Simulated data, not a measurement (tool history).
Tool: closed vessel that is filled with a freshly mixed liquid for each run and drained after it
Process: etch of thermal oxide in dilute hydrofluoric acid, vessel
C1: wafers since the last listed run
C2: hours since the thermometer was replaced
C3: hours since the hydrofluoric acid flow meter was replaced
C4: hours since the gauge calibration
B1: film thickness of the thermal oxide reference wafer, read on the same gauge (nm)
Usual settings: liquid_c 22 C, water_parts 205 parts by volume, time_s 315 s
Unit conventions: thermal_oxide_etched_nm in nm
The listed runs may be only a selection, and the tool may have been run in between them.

run 1 hour=0 | liquid_c=22 water_parts=205 time_s=315 | C1=0 C2=8.9 C3=615.9 C4=1844.5 | B1=40.01 | thermal_oxide_etched_nm=5.57
run 2 hour=73.6 | liquid_c=22 water_parts=205 time_s=315 | C1=7403 C2=82.5 C3=689.5 C4=1918.1 | B1=40 | thermal_oxide_etched_nm=5.66
run 3 hour=116.6 | liquid_c=20.5 water_parts=205 time_s=405 | C1=4325 C2=125.5 C3=732.5 C4=1961.1 | B1=39.99 | thermal_oxide_etched_nm=6.9
run 4 hour=416.4 | liquid_c=20.5 water_parts=205 time_s=405 | C1=30157 C2=425.3 C3=1032.3 C4=2260.9 | B1=39.98 | thermal_oxide_etched_nm=7.18
run 5 hour=456 | liquid_c=22 water_parts=205 time_s=430 | C1=3983 C2=464.9 C3=1071.9 C4=2300.5 | B1=39.98 | thermal_oxide_etched_nm=8.06
run 6 hour=693.9 | liquid_c=22 water_parts=205 time_s=430 | C1=23930 C2=702.8 C3=1309.8 C4=2538.4 | B1=39.98 | thermal_oxide_etched_nm=8.26
run 7 hour=745.7 | liquid_c=22 water_parts=205 time_s=430 | C1=5210 C2=754.6 C3=1361.6 C4=2590.2 | B1=40.01 | thermal_oxide_etched_nm=8.29
run 8 hour=825 | liquid_c=22 water_parts=205 time_s=315 | C1=7976 C2=833.9 C3=1440.9 C4=2669.5 | B1=39.99 | thermal_oxide_etched_nm=6.15
-- hour=871.4 thermometer replaced
run 9 hour=916.2 | liquid_c=22 water_parts=205 time_s=315 | C1=9073 C2=44.8 C3=1532.1 C4=2760.7 | B1=40.01 | thermal_oxide_etched_nm=5.78
run 10 hour=1019.2 | liquid_c=22 water_parts=205 time_s=315 | C1=10360 C2=147.8 C3=1635.1 C4=2863.7 | B1=40.02 | thermal_oxide_etched_nm=5.85
-- hour=1069.9 hydrofluoric acid flow meter replaced
run 11 hour=1101.4 | liquid_c=22 water_parts=205 time_s=315 | C1=8168 C2=230 C3=31.5 C4=2945.9 | B1=39.98 | thermal_oxide_etched_nm=5.55
run 12 hour=1180.4 | liquid_c=22 water_parts=205 time_s=315 | C1=7946 C2=309 C3=110.5 C4=3024.9 | B1=39.99 | thermal_oxide_etched_nm=5.63
run 13 hour=1234 | liquid_c=22 water_parts=205 time_s=255 | C1=5391 C2=362.6 C3=164.1 C4=3078.5 | B1=40.04 | thermal_oxide_etched_nm=4.52
-- hour=1242.3 gauge calibrated
run 14 hour=1322.6 | liquid_c=26.5 water_parts=205 time_s=380 | C1=8912 C2=451.2 C3=252.7 C4=80.3 | B1=40.01 | thermal_oxide_etched_nm=8.07
run 15 hour=1371.1 | liquid_c=22 water_parts=205 time_s=315 | C1=4878 C2=499.7 C3=301.2 C4=128.8 | B1=39.99 | thermal_oxide_etched_nm=5.7
run 16 hour=1424.7 | liquid_c=22 water_parts=255 time_s=315 | C1=5391 C2=553.3 C3=354.8 C4=182.4 | B1=40 | thermal_oxide_etched_nm=4.42
run 17 hour=1493.6 | liquid_c=22 water_parts=205 time_s=195 | C1=6930 C2=622.2 C3=423.7 C4=251.3 | B1=39.98 | thermal_oxide_etched_nm=3.6
run 18 hour=1547.2 | liquid_c=22 water_parts=205 time_s=315 | C1=5391 C2=675.8 C3=477.3 C4=304.9 | B1=39.99 | thermal_oxide_etched_nm=5.87
run 19 hour=1614.1 | liquid_c=20 water_parts=270 time_s=365 | C1=6729 C2=742.7 C3=544.2 C4=371.8 | B1=40 | thermal_oxide_etched_nm=4.44
run 20 hour=1718.1 | liquid_c=22 water_parts=205 time_s=430 | C1=10461 C2=846.7 C3=648.2 C4=475.8 | B1=40.01 | thermal_oxide_etched_nm=8.11
-- hour=1729.3 thermometer replaced
run 21 hour=1755.5 | liquid_c=17.5 water_parts=280 time_s=415 | C1=3661 C2=26.2 C3=685.6 C4=513.2 | B1=40.02 | thermal_oxide_etched_nm=4.21
run 22 hour=1811.4 | liquid_c=22 water_parts=205 time_s=315 | C1=5623 C2=82.1 C3=741.5 C4=569.1 | B1=40.01 | thermal_oxide_etched_nm=5.54
run 23 hour=1858.2 | liquid_c=20.5 water_parts=285 time_s=465 | C1=4707 C2=128.9 C3=788.3 C4=615.9 | B1=39.99 | thermal_oxide_etched_nm=5.16
run 24 hour=1958.5 | liquid_c=24.5 water_parts=285 time_s=315 | C1=10089 C2=229.2 C3=888.6 C4=716.2 | B1=39.99 | thermal_oxide_etched_nm=4.14
run 25 hour=2014.2 | liquid_c=22 water_parts=265 time_s=260 | C1=5602 C2=284.9 C3=944.3 C4=771.9 | B1=40.01 | thermal_oxide_etched_nm=3.4
run 26 hour=2073.7 | liquid_c=22 water_parts=280 time_s=315 | C1=5985 C2=344.4 C3=1003.8 C4=831.4 | B1=40.03 | thermal_oxide_etched_nm=3.88
run 27 hour=2168 | liquid_c=18 water_parts=205 time_s=495 | C1=9485 C2=438.7 C3=1098.1 C4=925.7 | B1=40 | thermal_oxide_etched_nm=7.77
run 28 hour=2220 | liquid_c=18.5 water_parts=300 time_s=495 | C1=5230 C2=490.7 C3=1150.1 C4=977.7 | B1=40.02 | thermal_oxide_etched_nm=5.04
run 29 hour=2276.8 | liquid_c=22 water_parts=205 time_s=315 | C1=5713 C2=547.5 C3=1206.9 C4=1034.5 | B1=40 | thermal_oxide_etched_nm=5.85
run 30 hour=2380.3 | liquid_c=22 water_parts=270 time_s=315 | C1=10411 C2=651 C3=1310.4 C4=1138 | B1=39.99 | thermal_oxide_etched_nm=4.24
run 31 hour=2444.4 | liquid_c=25.5 water_parts=150 time_s=440 | C1=6447 C2=715.1 C3=1374.5 C4=1202.1 | B1=39.96 | thermal_oxide_etched_nm=13.9
run 32 hour=2518 | liquid_c=17.5 water_parts=290 time_s=385 | C1=7403 C2=788.7 C3=1448.1 C4=1275.7 | B1=39.99 | thermal_oxide_etched_nm=4.13
run 33 hour=2574 | liquid_c=19 water_parts=245 time_s=315 | C1=5633 C2=844.7 C3=1504.1 C4=1331.7 | B1=40 | thermal_oxide_etched_nm=4.39

Had the tool no unlogged condition, and each run kept its random variation, what would the results have been?
Hidden conditions of the tool in this case: liquid hotter than its thermometer reads (K); hydrofluoric acid flow above the setpoint (%); gauge reads high (%).
run=1 thermal_oxide_etched_nm=5.3
run=2 thermal_oxide_etched_nm=5.33
run=3 thermal_oxide_etched_nm=6.46
run=4 thermal_oxide_etched_nm=6.47
run=5 thermal_oxide_etched_nm=7.23
run=6 thermal_oxide_etched_nm=7.2
run=7 thermal_oxide_etched_nm=7.18
run=8 thermal_oxide_etched_nm=5.27
run=9 thermal_oxide_etched_nm=5.34
run=10 thermal_oxide_etched_nm=5.33
run=11 thermal_oxide_etched_nm=5.33
run=12 thermal_oxide_etched_nm=5.35
run=13 thermal_oxide_etched_nm=4.27
run=14 thermal_oxide_etched_nm=7.55
run=15 thermal_oxide_etched_nm=5.28
run=16 thermal_oxide_etched_nm=4.07
run=17 thermal_oxide_etched_nm=3.29
run=18 thermal_oxide_etched_nm=5.33
run=19 thermal_oxide_etched_nm=4
run=20 thermal_oxide_etched_nm=7.21
run=21 thermal_oxide_etched_nm=4.03
run=22 thermal_oxide_etched_nm=5.27
run=23 thermal_oxide_etched_nm=4.88
run=24 thermal_oxide_etched_nm=3.86
run=25 thermal_oxide_etched_nm=3.16
run=26 thermal_oxide_etched_nm=3.58
run=27 thermal_oxide_etched_nm=7.07
run=28 thermal_oxide_etched_nm=4.55
run=29 thermal_oxide_etched_nm=5.26
run=30 thermal_oxide_etched_nm=3.76
run=31 thermal_oxide_etched_nm=12.24
run=32 thermal_oxide_etched_nm=3.59
run=33 thermal_oxide_etched_nm=3.79

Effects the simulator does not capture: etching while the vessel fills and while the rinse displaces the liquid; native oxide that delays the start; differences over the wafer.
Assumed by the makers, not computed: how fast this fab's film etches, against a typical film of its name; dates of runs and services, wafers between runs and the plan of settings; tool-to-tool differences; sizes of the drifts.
